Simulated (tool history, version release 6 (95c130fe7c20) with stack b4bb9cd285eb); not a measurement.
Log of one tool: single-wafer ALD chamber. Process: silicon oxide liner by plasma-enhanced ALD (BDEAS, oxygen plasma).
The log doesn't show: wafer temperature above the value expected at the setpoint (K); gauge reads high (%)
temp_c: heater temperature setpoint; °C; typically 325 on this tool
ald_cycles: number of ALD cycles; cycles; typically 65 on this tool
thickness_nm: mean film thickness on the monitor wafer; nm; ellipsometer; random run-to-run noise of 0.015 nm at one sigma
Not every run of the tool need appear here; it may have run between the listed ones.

run	hour	temp_c	ald_cycles	wafers since the last listed run	hours since the last thermocouple change	hours since the gauge calibration	read-back reference wafer on the same gauge, thickness_nm	thickness_nm
1	0.0	325	61	0	1982.0	721.0	6.717	5.477
2	15.5	325	65	110	1997.5	736.5	6.724	5.861
3	31.7	325	65	115	2013.7	752.7	6.720	5.815
4	59.4	325	65	197	2041.4	780.4	6.722	5.847
5	94.0	325	73	247	2076.0	815.0	6.719	6.536
6	121.7	325	73	197	2103.7	842.7	6.717	6.555
7	137.7	325	73	114	2119.7	858.7	6.721	6.540
8	159.8	329	60	157	2141.8	880.8	6.719	5.337
9	187.4	329	60	197	2169.4	908.4	6.719	5.339
10	216.1	325	65	204	2198.1	937.1	6.720	5.832
11	235.4	325	65	137	2217.4	956.4	6.719	5.823
12	252.6	325	60	122	2234.6	973.6	6.719	5.405
13	266.5	325	59	99	2248.5	987.5	6.722	5.283
14	325.9	325	59	424	2307.9	1046.9	6.721	5.329
15	353.1	325	65	194	2335.1	1074.1	6.721	5.848
16	384.2	314	65	222	2366.2	1105.2	6.718	5.928
17	401.3	314	65	122	2383.3	1122.3	6.723	5.907
18	426.0	314	65	176	2408.0	1147.0	6.721	5.932
19	451.5	325	65	182	2433.5	1172.5	6.722	5.846
20	467.4	325	65	113	2449.4	1188.4	6.720	5.847
21	503.3	325	65	256	2485.3	1224.3	6.719	5.832
22	526.9	325	65	168	2508.9	1247.9	6.724	5.818
# hour 553.6: gauge calibrated
23	562.0	325	65	250	2544.0	8.4	6.719	5.864
24	596.9	334	69	249	2578.9	43.3	6.720	6.145
25	611.0	325	65	100	2593.0	57.4	6.722	5.824
26	639.3	325	65	202	2621.3	85.7	6.722	5.841
27	658.6	334	70	137	2640.6	105.0	6.722	6.219
28	678.8	335	65	144	2660.8	125.2	6.721	5.751
29	697.0	325	72	129	2679.0	143.4	6.719	6.492
30	720.4	325	65	167	2702.4	166.8	6.723	5.821
31	755.3	337	59	249	2737.3	201.7	6.719	5.217
32	790.5	315	77	251	2772.5	236.9	6.715	7.037
33	808.4	325	73	127	2790.4	254.8	6.718	6.532
# hour 818.7: thermocouple changed; heater temperature recalibrated
34	836.5	332	60	143	17.8	282.9	6.718	5.336
35	863.4	325	78	192	44.7	309.8	6.723	7.020
36	889.7	325	65	187	71.0	336.1	6.718	5.835
37	978.7	336	77	635	160.0	425.1	6.718	6.792
38	999.3	311	55	147	180.6	445.7	6.721	5.039
39	1019.3	315	65	142	200.6	465.7	6.719	5.904
40	1042.1	317	72	162	223.4	488.5	6.720	6.540
41	1068.7	325	65	189	250.0	515.1	6.720	5.860
42	1093.6	313	74	177	274.9	540.0	6.717	6.743
43	1113.5	316	72	142	294.8	559.9	6.718	6.557

The next listed run, before its measurement:
44	1139.5	313	65	185	320.8	585.9	?	?

Run 44 gave read-back reference wafer on the same gauge, thickness_nm 6.719, thickness_nm 5.927 nm.
Take away the tool's hidden state, keep the run-to-run variation as it was, and the same run would have given thickness_nm 5.927 nm.

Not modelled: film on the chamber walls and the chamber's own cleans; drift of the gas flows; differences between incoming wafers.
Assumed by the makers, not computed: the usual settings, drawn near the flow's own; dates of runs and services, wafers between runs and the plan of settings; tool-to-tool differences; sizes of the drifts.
